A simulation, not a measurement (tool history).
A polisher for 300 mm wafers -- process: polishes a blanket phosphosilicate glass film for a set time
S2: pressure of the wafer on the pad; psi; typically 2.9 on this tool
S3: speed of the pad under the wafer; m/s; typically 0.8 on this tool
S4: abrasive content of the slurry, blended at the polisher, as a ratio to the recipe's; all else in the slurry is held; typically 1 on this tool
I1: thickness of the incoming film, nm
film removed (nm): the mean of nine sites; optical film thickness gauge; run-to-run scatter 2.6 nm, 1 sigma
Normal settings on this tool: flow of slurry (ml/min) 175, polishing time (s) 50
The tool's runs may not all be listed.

Run 1, hour 0: usual settings; I1 2717. Result: film removed (nm) 300.7.
At hour 16.2: head pressure recalibrated.
Run 2, hour 32.3: usual settings but S3 0.64 m/s; I1 2685. Result: film removed (nm) 251.5.
At hour 81.8: worn pad replaced by a new one.
Run 3, hour 103: usual settings but S3 0.64 m/s; I1 2708.4. Result: film removed (nm) 250.5.
Run 4, hour 146.8: usual settings but flow of slurry (ml/min) 190; I1 2731.5. Result: film removed (nm) 295.8.
Run 5, hour 196.5: usual settings but flow of slurry (ml/min) 135; I1 2708.1. Result: film removed (nm) 276.
Run 6, hour 255.5: usual settings but S2 3.5 psi, polishing time (s) 64; I1 2720.1. Result: film removed (nm) 438.7.
At hour 306.5: slurry blender recalibrated.
Run 7, hour 307: usual settings; I1 2678.5. Result: film removed (nm) 289.3.
Run 8, hour 372.5: usual settings but flow of slurry (ml/min) 130, S3 0.94 m/s, S4 1.2; I1 2707.6. Result: film removed (nm) 331.
Run 9, hour 405.9: usual settings; I1 2742. Result: film removed (nm) 291.6.
Run 10, hour 441.7: usual settings but S4 0.8; I1 2689.9. Result: film removed (nm) 251.5.
At hour 504.1: conditioning disc replaced and pad reconditioned.
At hour 537.7: worn pad replaced by a new one.
Run 11, hour 538.2: usual settings but polishing time (s) 45; I1 2765.9. Result: film removed (nm) 267.4.
Run 12, hour 560.9: usual settings but S3 0.7 m/s; I1 2703.4. Result: film removed (nm) 269.8.
At hour 578.4: slurry nozzle cleaned.
Run 13, hour 609.7: usual settings but S2 3.4 psi, S3 0.92 m/s; I1 2733.8. Result: film removed (nm) 371.6.
Run 14, hour 669.8: usual settings but S4 1.15; I1 2691.7. Result: film removed (nm) 306.9.
Run 15, hour 732: usual settings but S3 1.02 m/s, polishing time (s) 61; I1 2720.9. Result: film removed (nm) 413.3.
At hour 750.4: head pressure recalibrated.
Run 16, hour 769.4: usual settings but S3 0.64 m/s; I1 2671.7. Result: film removed (nm) 240.6.
At hour 794.4: slurry blender recalibrated.
Run 17, hour 828.3: usual settings but flow of slurry (ml/min) 145, S2 3.8 psi, S4 0.75, polishing time (s) 55; I1 2720.1. Result: film removed (nm) 331.4.
Run 18, hour 898.4: usual settings but S3 0.98 m/s, S4 0.9; I1 2705.2. Result: film removed (nm) 312.1.
At hour 915.4: worn pad replaced by a new one.
At hour 927.4: conditioning disc replaced and pad reconditioned.
Run 19, hour 932.3: usual settings; I1 2729.4. Result: film removed (nm) 298.5.
Run 20, hour 965.1: usual settings but flow of slurry (ml/min) 155, S4 1.15; I1 2680.5. Result: film removed (nm) 315.9.
Run 21, hour 1030.9: usual settings but flow of slurry (ml/min) 135, S3 0.96 m/s, S4 1.25, polishing time (s) 57; I1 2734.9. Result: film removed (nm) 404.9.
Run 22, hour 1082.6: usual settings but flow of slurry (ml/min) 120, S4 1.2; I1 2744.6. Result: film removed (nm) 295.5.
Run 23, hour 1109.7: usual settings but S3 1.04 m/s, polishing time (s) 33; I1 2734.3. Result: film removed (nm) 238.7.
Run 24, hour 1170.3: usual settings but S2 3.4 psi, S3 0.54 m/s, polishing time (s) 33; I1 2703.6. Result: film removed (nm) 165.5.
Run 25, hour 1235.1: usual settings but S2 3.8 psi, S3 0.58 m/s, S4 1.15, polishing time (s) 43; I1 2697.8. Result: film removed (nm) 271.7.

Here are 4 independent what-if runs from the current tool condition. What would each one return?
Run A, hour 1235.5: usual settings; I1 2726.8. Result: film removed (nm) ?.
Run B, hour 1235.5: usual settings but S3 0.96 m/s, S4 1.2; I1 2726.8. Result: film removed (nm) ?.
Run C, hour 1235.5: usual settings but flow of slurry (ml/min) 150, S3 0.62 m/s, S4 1.1, polishing time (s) 38; I1 2726.8. Result: film removed (nm) ?.
Run D, hour 1235.5: usual settings but S3 1 m/s, S4 1.1; I1 2726.8. Result: film removed (nm) ?.

run  film removed (nm)
  A                293
  B              367.1
  C              187.3
  D              363.3
With the hidden condition removed and each run's random variation left untouched, the same runs would have given:
run  film removed (nm)
  A              309.3
  B              391.1
  C              195.7
  D              387.9
